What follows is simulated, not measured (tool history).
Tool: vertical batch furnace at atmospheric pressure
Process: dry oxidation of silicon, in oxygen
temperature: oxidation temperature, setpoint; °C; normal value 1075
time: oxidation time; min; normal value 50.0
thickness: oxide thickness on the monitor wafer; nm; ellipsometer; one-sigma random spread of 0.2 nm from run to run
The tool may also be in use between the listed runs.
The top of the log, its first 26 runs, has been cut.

run    hour  temperature  time  wafers since the last listed run  hours since the last temperature calibration  hours since the boat lift was adjusted  hours since the gauge calibration  read-back reference wafer on the same gauge, thickness  thickness
 27   747.9         1097  26.0                              1172                                         378.2                                   329.2                              316.9                                                  123.96      88.69
 28   764.3         1075  69.5                               268                                         394.6                                   345.6                              333.3                                                  124.08     125.75
 29   778.9         1075  50.0                               239                                         409.2                                   360.2                              347.9                                                  124.01     106.31
 30   797.9         1075  59.0                               311                                         428.2                                   379.2                              366.9                                                  124.06     115.50
 31   826.3         1075  50.0                               465                                         456.6                                   407.6                              395.3                                                  123.95     106.32
 32   844.8         1075  28.0                               303                                         475.1                                   426.1                              413.8                                                  124.13      81.99
 33   876.1         1075  71.5                               513                                         506.4                                   457.4                              445.1                                                  124.09     128.11
 34   905.7         1091  50.0                               485                                         536.0                                   487.0                              474.7                                                  124.09     117.11
 35   934.6         1075  50.0                               474                                         564.9                                   515.9                              503.6                                                  124.02     106.94
 36   952.2         1075  50.0                               288                                         582.5                                   533.5                              521.2                                                  124.04     106.59
 37   987.9         1068  50.0                               585                                         618.2                                   569.2                              556.9                                                  123.94     102.46
 38  1023.0         1075  50.0                               575                                         653.3                                   604.3                              592.0                                                  123.98     106.75
 39  1090.6         1088  42.0                              1108                                         720.9                                   671.9                              659.6                                                  123.98     105.55
 40  1117.5         1063  29.0                               441                                         747.8                                   698.8                              686.5                                                  124.06      78.48

Below are 3 alternative next runs, each starting from the tool's condition after run 40. Predict each:
  A  1122.9         1075  50.0                                88                                         753.2                                   704.2                              691.9                                                       ?          ?
  B  1122.9         1098  25.0                                88                                         753.2                                   704.2                              691.9                                                       ?          ?
  C  1122.9         1064  35.0                                88                                         753.2                                   704.2                              691.9                                                       ?          ?

run  read-back reference wafer on the same gauge, thickness  thickness
  A                                                  124.01     106.96
  B                                                  124.01      88.13
  C                                                  124.01      85.31
With no hidden state in the tool, these same runs would have given:
run  thickness
  A     105.42
  B      87.09
  C      84.19
